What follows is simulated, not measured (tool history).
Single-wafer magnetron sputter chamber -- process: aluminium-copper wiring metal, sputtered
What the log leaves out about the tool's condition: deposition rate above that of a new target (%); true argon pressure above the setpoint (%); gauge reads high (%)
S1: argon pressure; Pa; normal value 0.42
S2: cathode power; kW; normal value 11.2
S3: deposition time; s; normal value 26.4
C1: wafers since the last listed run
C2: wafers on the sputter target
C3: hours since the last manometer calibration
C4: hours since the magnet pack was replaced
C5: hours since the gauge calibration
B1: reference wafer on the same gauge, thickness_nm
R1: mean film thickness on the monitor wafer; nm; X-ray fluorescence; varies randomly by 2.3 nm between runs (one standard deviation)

| run | hour | S1 | S2 | S3 | C1 | C2 | C3 | C4 | C5 | B1 | R1 |
|---|---|---|---|---|---|---|---|---|---|---|---|
| 1 | 0 | 0.42 | 11.2 | 26.4 | 0 | 8115 | 1487.1 | 8736 | 970.8 | 498.614 | 514.065 |
| 2 | 63.6 | 0.42 | 11.2 | 26.4 | 1364 | 9480 | 1550.7 | 8799.6 | 1034.4 | 499.704 | 509.345 |
|  | 88.9 | sputter target and shields replaced |
| 3 | 113.2 | 0.42 | 12.05 | 26.4 | 892 | 522 | 1600.3 | 8849.2 | 1084 | 499.39 | 572.856 |
| 4 | 149.3 | 0.42 | 12.05 | 26.4 | 774 | 1296 | 1636.4 | 8885.3 | 1120.1 | 499.079 | 569.061 |
|  | 177.7 | gauge calibrated |
| 5 | 194.6 | 0.42 | 12.05 | 26.4 | 972 | 2268 | 1681.7 | 8930.6 | 16.9 | 499.203 | 569.667 |
| 6 | 232.7 | 0.42 | 11.2 | 26.4 | 817 | 3086 | 1719.8 | 8968.7 | 55 | 498.395 | 530.627 |
| 7 | 277 | 0.42 | 11.2 | 26.4 | 950 | 4037 | 1764.1 | 9013 | 99.3 | 499.16 | 525.973 |
| 8 | 342.9 | 0.42 | 11.2 | 26.4 | 1414 | 5451 | 1830 | 9078.9 | 165.2 | 499.132 | 523.335 |
| 9 | 443.7 | 0.42 | 11.2 | 26.4 | 2163 | 7614 | 1930.8 | 9179.7 | 266 | 499.215 | 515.02 |
| 10 | 506.3 | 0.469 | 11.2 | 26.4 | 1343 | 8957 | 1993.4 | 9242.3 | 328.6 | 498.571 | 506.467 |
|  | 530.9 | sputter target and shields replaced |
| 11 | 572.9 | 0.516 | 11.2 | 23 | 1257 | 901 | 2060 | 9308.9 | 395.2 | 499.096 | 449.29 |
| 12 | 674.9 | 0.516 | 11.2 | 23 | 2188 | 3090 | 2162 | 9410.9 | 497.2 | 498.545 | 453.126 |
| 13 | 757.6 | 0.42 | 11.2 | 26.4 | 1774 | 4865 | 2244.7 | 9493.6 | 579.9 | 498.85 | 527.42 |
| 14 | 849.4 | 0.42 | 11.2 | 26.4 | 1969 | 6835 | 2336.5 | 9585.4 | 671.7 | 499.074 | 522.14 |
|  | 905.1 | capacitance manometer re-zeroed and calibrated |
| 15 | 913 | 0.42 | 11.2 | 26.4 | 1193 | 8028 | 7.9 | 9649 | 735.3 | 498.48 | 502.815 |
| 16 | 1014.9 | 0.42 | 11.2 | 26.4 | 2186 | 10215 | 109.8 | 9750.9 | 837.2 | 498.61 | 493.706 |
|  | 1049.5 | sputter target and shields replaced |
| 17 | 1114 | 0.42 | 11.2 | 26.4 | 1954 | 1383 | 208.9 | 9850 | 936.3 | 498.372 | 521.714 |
| 18 | 1201.7 | 0.42 | 13.8 | 23.6 | 1881 | 3265 | 296.6 | 9937.7 | 1024 | 498.253 | 569.87 |
| 19 | 1267.5 | 0.252 | 12.75 | 26.4 | 1412 | 4677 | 362.4 | 10003.5 | 1089.8 | 499.259 | 619.827 |
|  | 1289.7 | magnet pack replaced |
| 20 | 1345.8 | 0.42 | 11.2 | 28.1 | 1508 | 6185 | 440.7 | 56.1 | 1168.1 | 498.453 | 541.503 |
|  | 1394.9 | gauge calibrated |
| 21 | 1427.4 | 0.47 | 11.2 | 28.9 | 1751 | 7936 | 522.3 | 137.7 | 32.5 | 499.312 | 540.861 |
| 22 | 1493.5 | 0.352 | 8.8 | 21.4 | 1418 | 9355 | 588.4 | 203.8 | 98.6 | 499.181 | 324.536 |
|  | 1560 | sputter target and shields replaced |
| 23 | 1572.3 | 0.275 | 8.75 | 24.2 | 1519 | 264 | 667.2 | 282.6 | 177.4 | 498.795 | 393.888 |
| 24 | 1615.6 | 0.365 | 8.8 | 31.2 | 929 | 1193 | 710.5 | 325.9 | 220.7 | 499.314 | 495.304 |
| 25 | 1656.1 | 0.322 | 9.05 | 23.8 | 869 | 2062 | 751 | 366.4 | 261.2 | 499.308 | 395.541 |
| 26 | 1761.3 | 0.42 | 11.2 | 26.4 | 2257 | 4320 | 856.2 | 471.6 | 366.4 | 499.084 | 518.168 |
| 27 | 1836.5 | 0.42 | 11.2 | 26.4 | 1613 | 5934 | 931.4 | 546.8 | 441.6 | 498.899 | 510.013 |
| 28 | 1914 | 0.42 | 12.8 | 26.4 | 1663 | 7597 | 1008.9 | 624.3 | 519.1 | 498.358 | 581.442 |
|  | 1970.6 | sputter target and shields replaced |
| 29 | 1971.1 | 0.42 | 11.2 | 26.4 | 1053 | 11 | 1066 | 681.4 | 576.2 | 498.628 | 526.253 |
| 30 | 2051.3 | 0.42 | 11.2 | 21.9 | 1721 | 1732 | 1146.2 | 761.6 | 656.4 | 499.377 | 434.159 |
| 31 | 2106.6 | 0.42 | 10 | 31.1 | 1186 | 2919 | 1201.5 | 816.9 | 711.7 | 498.97 | 551.237 |
| 32 | 2180.4 | 0.35 | 9.45 | 23.8 | 1583 | 4503 | 1275.3 | 890.7 | 785.5 | 499.214 | 406.769 |
| 33 | 2220.1 | 0.42 | 11.2 | 26.4 | 851 | 5354 | 1315 | 930.4 | 825.2 | 499.345 | 522.545 |

Some steps in R1, run to run, broken into two amounts with sign: the step expected even without the hidden condition (settings, incoming material, random variation), and the rest, left for the hidden condition together with whatever gauge scatter is not in both the measured and the hidden-condition-free result:
Run 2 -> 3: S2 11.2 -> 12.05, sputter target and shields replaced. R1 +63.511 nm: hidden state +26.502, all else +37.009.
Run 10 -> 11: S1 0.469 -> 0.516, S3 26.4 -> 23, sputter target and shields replaced. R1 -57.177 nm: hidden state +22.019, all else -79.196.
Run 16 -> 17: sputter target and shields replaced. R1 +28.008 nm: hidden state +28.232, all else -0.224.
Run 21 -> 22: S1 0.47 -> 0.352, S2 11.2 -> 8.8, S3 28.9 -> 21.4. R1 -216.325 nm: hidden state +6.12, all else -222.445.
Run 25 -> 26: S1 0.322 -> 0.42, S2 9.05 -> 11.2, S3 23.8 -> 26.4. R1 +122.627 nm: hidden state -5.067, all else +127.694.
Run 31 -> 32: S1 0.42 -> 0.35, S2 10 -> 9.45, S3 31.1 -> 23.8. R1 -144.468 nm: hidden state -1.873, all else -142.595.
